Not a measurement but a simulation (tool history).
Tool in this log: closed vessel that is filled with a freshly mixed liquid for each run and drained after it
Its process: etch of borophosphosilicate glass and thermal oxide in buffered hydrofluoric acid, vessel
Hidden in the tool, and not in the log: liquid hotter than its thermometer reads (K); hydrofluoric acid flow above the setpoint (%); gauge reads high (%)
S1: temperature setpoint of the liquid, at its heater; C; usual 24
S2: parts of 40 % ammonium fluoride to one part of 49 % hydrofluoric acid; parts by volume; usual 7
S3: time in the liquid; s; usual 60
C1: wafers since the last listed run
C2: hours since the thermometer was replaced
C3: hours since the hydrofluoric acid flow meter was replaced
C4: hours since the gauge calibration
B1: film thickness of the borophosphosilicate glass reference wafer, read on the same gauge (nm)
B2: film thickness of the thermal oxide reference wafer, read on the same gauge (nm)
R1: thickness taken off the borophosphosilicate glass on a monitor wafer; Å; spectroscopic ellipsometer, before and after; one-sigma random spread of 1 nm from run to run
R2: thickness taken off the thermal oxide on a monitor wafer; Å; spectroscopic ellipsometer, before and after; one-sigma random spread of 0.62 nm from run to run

Run 1, hour 0: usual settings; C1 0; C2 679.8; C3 1933; C4 706.7; B1 80; B2 149.99. Result: R1 1227.2 Å, R2 981.6 Å.
Run 2, hour 36.8: usual settings; C1 2602; C2 716.6; C3 1969.8; C4 743.5; B1 79.95; B2 150.01. Result: R1 1234.7 Å, R2 979.6 Å.
Run 3, hour 68.7: usual settings; C1 2256; C2 748.5; C3 2001.7; C4 775.4; B1 80; B2 149.99. Result: R1 1213.1 Å, R2 973.1 Å.
Run 4, hour 109.3: usual settings; C1 2871; C2 789.1; C3 2042.3; C4 816; B1 80.06; B2 150.01. Result: R1 1227.5 Å, R2 974.4 Å.
Run 5, hour 142.8: usual settings; C1 2369; C2 822.6; C3 2075.8; C4 849.5; B1 79.97; B2 149.97. Result: R1 1233.7 Å, R2 975.9 Å.
Run 6, hour 193.3: usual settings but S2 9 parts by volume; C1 3571; C2 873.1; C3 2126.3; C4 900; B1 79.99; B2 149.99. Result: R1 937.9 Å, R2 744 Å.
Run 7, hour 228.4: usual settings but S1 28.5 C, S2 9.5 parts by volume, S3 80 s; C1 2482; C2 908.2; C3 2161.4; C4 935.1; B1 79.98; B2 149.98. Result: R1 1524.4 Å, R2 1225.3 Å.
Run 8, hour 253.5: usual settings but S1 19.5 C; C1 1775; C2 933.3; C3 2186.5; C4 960.2; B1 79.97; B2 149.99. Result: R1 977.5 Å, R2 761.3 Å.
Run 9, hour 315.2: usual settings but S1 21 C, S2 6 parts by volume; C1 4363; C2 995; C3 2248.2; C4 1021.9; B1 79.97; B2 150.02. Result: R1 1208.1 Å, R2 936 Å.
Run 10, hour 347.4: usual settings but S1 28 C, S2 8.5 parts by volume; C1 2277; C2 1027.2; C3 2280.4; C4 1054.1; B1 80.02; B2 150.04. Result: R1 1229.4 Å, R2 986.6 Å.
Run 11, hour 378.2: usual settings but S1 21 C, S2 6 parts by volume; C1 2178; C2 1058; C3 2311.2; C4 1084.9; B1 79.96; B2 150.02. Result: R1 1186.6 Å, R2 952.4 Å.
At hour 435.8: thermometer replaced.
Run 12, hour 449.6: usual settings; C1 4979; C2 13.8; C3 2382.6; C4 1156.3; B1 80; B2 150.03. Result: R1 1220.1 Å, R2 980.7 Å.
Run 13, hour 505: usual settings but S1 20 C, S2 5 parts by volume, S3 30 s; C1 3918; C2 69.2; C3 2438; C4 1211.7; B1 80.01; B2 150.04. Result: R1 656.2 Å, R2 524.1 Å.
At hour 518.3: hydrofluoric acid flow meter replaced.
Run 14, hour 540.4: usual settings but S1 20.5 C, S2 5.5 parts by volume; C1 2433; C2 104.6; C3 22.1; C4 1247.1; B1 79.96; B2 149.99. Result: R1 1249.4 Å, R2 986.5 Å.
Run 15, hour 587: usual settings but S1 20.5 C, S3 40 s; C1 3295; C2 151.2; C3 68.7; C4 1293.7; B1 80; B2 150. Result: R1 669 Å, R2 541.6 Å.
Run 16, hour 629.6: usual settings but S1 19.5 C, S2 9 parts by volume, S3 95 s; C1 3013; C2 193.8; C3 111.3; C4 1336.3; B1 79.93; B2 150. Result: R1 1147.9 Å, R2 915.9 Å.
Run 17, hour 698.4: usual settings but S3 80 s; C1 4866; C2 262.6; C3 180.1; C4 1405.1; B1 80.03; B2 150. Result: R1 1606.9 Å, R2 1303.4 Å.
At hour 722.6: gauge calibrated.
Run 18, hour 723.4: usual settings; C1 1768; C2 287.6; C3 205.1; C4 0.8; B1 79.98; B2 150. Result: R1 1227.6 Å, R2 976.5 Å.
Run 19, hour 792.8: usual settings but S1 22 C, S2 6 parts by volume; C1 4908; C2 357; C3 274.5; C4 70.2; B1 80; B2 149.98. Result: R1 1270.6 Å, R2 989.9 Å.
Run 20, hour 851.3: usual settings; C1 4137; C2 415.5; C3 333; C4 128.7; B1 79.93; B2 150.02. Result: R1 1238 Å, R2 985 Å.
Run 21, hour 886.5: usual settings but S3 95 s; C1 2489; C2 450.7; C3 368.2; C4 163.9; B1 79.96; B2 149.98. Result: R1 1946.2 Å, R2 1551.1 Å.
Run 22, hour 912.8: usual settings but S1 19 C, S3 45 s; C1 1860; C2 477; C3 394.5; C4 190.2; B1 79.98; B2 150.01. Result: R1 701.6 Å, R2 553.9 Å.
Run 23, hour 982: usual settings but S1 22.5 C, S3 30 s; C1 4894; C2 546.2; C3 463.7; C4 259.4; B1 80.01; B2 150.01. Result: R1 559.1 Å, R2 453 Å.
Run 24, hour 1052.1: usual settings but S1 19.5 C, S2 5 parts by volume; C1 4958; C2 616.3; C3 533.8; C4 329.5; B1 80.02; B2 150. Result: R1 1281.7 Å, R2 1008 Å.
Run 25, hour 1100.7: usual settings but S1 19 C, S2 9.5 parts by volume, S3 45 s; C1 3437; C2 664.9; C3 582.4; C4 378.1; B1 80.01; B2 149.97. Result: R1 506.9 Å, R2 411.3 Å.
Run 26, hour 1142.9: usual settings but S1 25.5 C, S2 5 parts by volume; C1 2984; C2 707.1; C3 624.6; C4 420.3; B1 80.05; B2 149.98. Result: R1 1803.8 Å, R2 1401.9 Å.

Alternative continuations, all from the tool just after run 26; predict every row:
Run A, hour 1143.6: usual settings but S2 5 parts by volume; C1 49; C2 707.8; C3 625.3; C4 421; B1 ?; B2 ?. Result: R1 ?, R2 ?.
Run B, hour 1143.6: usual settings but S1 26.5 C, S2 9 parts by volume, S3 85 s; C1 49; C2 707.8; C3 625.3; C4 421; B1 ?; B2 ?. Result: R1 ?, R2 ?.
Run C, hour 1143.6: usual settings but S1 28.5 C, S2 8.5 parts by volume, S3 75 s; C1 49; C2 707.8; C3 625.3; C4 421; B1 ?; B2 ?. Result: R1 ?, R2 ?.

run     B1   B2      R1      R2
  A  80.05  150  1630.4  1308.5
  B  80.05  150  1492.1  1212.4
  C  80.05  150  1557.3  1266.1
Without the tool's hidden state the same runs would have given:
run      R1      R2
  A  1630.4  1308.5
  B  1492.1  1212.4
  C  1557.3  1266.1
